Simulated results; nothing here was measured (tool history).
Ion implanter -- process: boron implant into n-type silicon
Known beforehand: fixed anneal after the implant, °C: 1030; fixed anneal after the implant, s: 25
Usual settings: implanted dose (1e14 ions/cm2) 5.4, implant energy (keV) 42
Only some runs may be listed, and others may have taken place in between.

run   hour  implanted dose (1e14 ions/cm2)  implant energy (keV)  read-back reference wafer on the same gauge, sheet resistance  sheet resistance of the implanted and annealed layer (ohm/square)
  1      0                             5.4                    51                                                         184.06                                                             184.32
  2   24.3                             5.4                    51                                                         183.93                                                             184.08
  3   53.1                             5.4                    51                                                         184.17                                                              184.5
  4   70.7                            5.02                  38.5                                                         184.18                                                             201.61
  5   96.3                             5.4                    42                                                         183.91                                                             188.25
  6  131.7                             5.4                    42                                                         184.23                                                             188.91
  7  156.5                             5.4                    42                                                         184.04                                                              188.2
  8  176.6                             5.4                    35                                                          183.8                                                             192.43
  9  190.8                             5.4                    36                                                         183.98                                                             191.31
       216  -- gauge calibrated
 10  223.1                            6.15                    47                                                         183.94                                                             167.01
 11  235.8                            4.19                  28.5                                                         184.03                                                              242.9
 12  261.2                             5.4                    42                                                            184                                                             188.64
 13  274.3                             5.4                    42                                                         183.77                                                             188.31

Expected results for the next run?
       283  -- Faraday cup replaced and dose calibrated
 14  286.8                             4.3                  33.5                                                              ?                                                                  ?

read-back reference wafer on the same gauge, sheet resistance: 183.99
sheet resistance of the implanted and annealed layer (ohm/square): 222.88
On a tool with no hidden condition, and with the same random variation, this run would have come out at sheet resistance of the implanted and annealed layer (ohm/square) 224.31.
